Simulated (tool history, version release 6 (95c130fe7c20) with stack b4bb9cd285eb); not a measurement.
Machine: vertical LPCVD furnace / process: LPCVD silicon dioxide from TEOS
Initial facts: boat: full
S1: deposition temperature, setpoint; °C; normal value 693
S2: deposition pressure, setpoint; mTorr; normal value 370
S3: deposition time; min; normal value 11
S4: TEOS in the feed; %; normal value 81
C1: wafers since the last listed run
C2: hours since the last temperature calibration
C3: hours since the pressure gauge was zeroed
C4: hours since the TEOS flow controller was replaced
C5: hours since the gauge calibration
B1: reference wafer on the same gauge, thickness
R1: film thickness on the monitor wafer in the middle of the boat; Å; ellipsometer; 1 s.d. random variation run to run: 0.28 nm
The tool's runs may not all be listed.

run	day	S1	S2	S3	S4	C1	C2	C3	C4	C5	B1	R1
1	0	693	370	11	81	0	3548	4666.9	4017.5	377.5	85	851.3
2	0.529	684	390	11	81	281	3560.7	4679.6	4030.2	390.2	85.03	715
# day 1.333: gauge calibrated
3	1.638	693	370	11	81	589	3587.3	4706.2	4056.8	7.3	85	854.5
4	2.596	693	370	11	81	509	3610.3	4729.2	4079.8	30.3	84.96	855.2
5	3.7	693	430	8.5	81	587	3636.8	4755.7	4106.3	56.8	85.02	713.8
6	4.254	693	430	8.5	81	294	3650.1	4769	4119.6	70.1	85.04	712.8
7	5.408	693	430	8.5	81	613	3677.8	4796.7	4147.3	97.8	84.92	712.3
8	6.388	696	370	9.5	81	520	3701.3	4820.2	4170.8	121.3	84.99	789.9
9	7.104	690	370	11	81	381	3718.5	4837.4	4188	138.5	85.01	794.3
10	10.296	690	370	11	81	1697	3795.1	4914	4264.6	215.1	85.03	802.9
11	10.8	690	370	11	81	268	3807.2	4926.1	4276.7	227.2	85	808.5
12	11.817	693	370	11	81	540	3831.6	4950.5	4301.1	251.6	85.06	859.7
13	12.771	693	370	11	81	507	3854.5	4973.4	4324	274.5	84.97	864.9
14	13.679	686	370	13.5	81	483	3876.3	4995.2	4345.8	296.3	84.97	895.8
# day 14.742: TEOS flow controller replaced
15	14.762	705	430	9.5	68	44	3902.3	5021.2	0.5	322.3	85.03	968.8
16	16.017	696	370	9.5	81	667	3932.4	5051.3	30.6	352.4	84.96	800.8
17	17.45	693	450	11	81	762	3966.8	5085.7	65	386.8	85.08	954.3
18	18.012	693	370	11	81	299	3980.3	5099.2	78.5	400.3	85.05	870.2
# day 19.408: gauge calibrated
# day 20.033: thermocouples replaced and temperature profile calibrated
# day 20.529: pressure gauge zeroed
19	20.55	693	370	11	81	554	12.4	0.5	139.4	27.4	85.04	798.1
20	20.708	693	370	11	81	84	16.2	4.3	143.2	31.2	85	794.7
21	21.079	693	440	11	81	197	25.1	13.2	152.1	40.1	85.02	868.1
22	21.725	700	435	11	81	343	40.6	28.7	167.6	55.6	84.97	1017.4
23	22.867	693	370	9	93	607	68	56.1	195	83	85.01	695.8
24	23.608	689	370	11	81	394	85.8	73.9	212.8	100.8	84.94	720.6
25	24.729	693	370	11	81	596	112.7	100.8	239.7	127.7	85.04	787.8
26	25.912	693	420	7	73	629	141.1	129.2	268.1	156.1	85.04	511.3
27	27.254	697	330	8	81	713	173.3	161.4	300.3	188.3	84.9	594.5
28	28.412	685	370	13	81	616	201.1	189.2	328.1	216.1	84.97	773.4
29	29.542	693	325	13.5	85	600	228.2	216.3	355.2	243.2	84.98	937.3
30	30.475	705	370	11	81	496	250.6	238.7	377.6	265.6	85.08	1047.8

Results for each run, recomputed without the tool's hidden state and with each run's random variation untouched:
Hidden state present: true tube temperature minus thermocouple reading, K; true pressure minus gauge reading, mTorr; deviation of the TEOS flow from its setpoint, %; gauge reads high (%).
run	R1
1	778.7
2	652.7
3	780.5
4	780.5
5	650.7
6	649.5
7	648.3
8	718.8
9	721.4
10	727
11	731.7
12	777.8
13	781.7
14	807.6
15	876.1
16	721.9
17	858.5
18	782.4
19	785.1
20	781.8
21	854
22	1001.1
23	684.5
24	708.8
25	775
26	503
27	584.8
28	760.5
29	921.9
30	1030.9

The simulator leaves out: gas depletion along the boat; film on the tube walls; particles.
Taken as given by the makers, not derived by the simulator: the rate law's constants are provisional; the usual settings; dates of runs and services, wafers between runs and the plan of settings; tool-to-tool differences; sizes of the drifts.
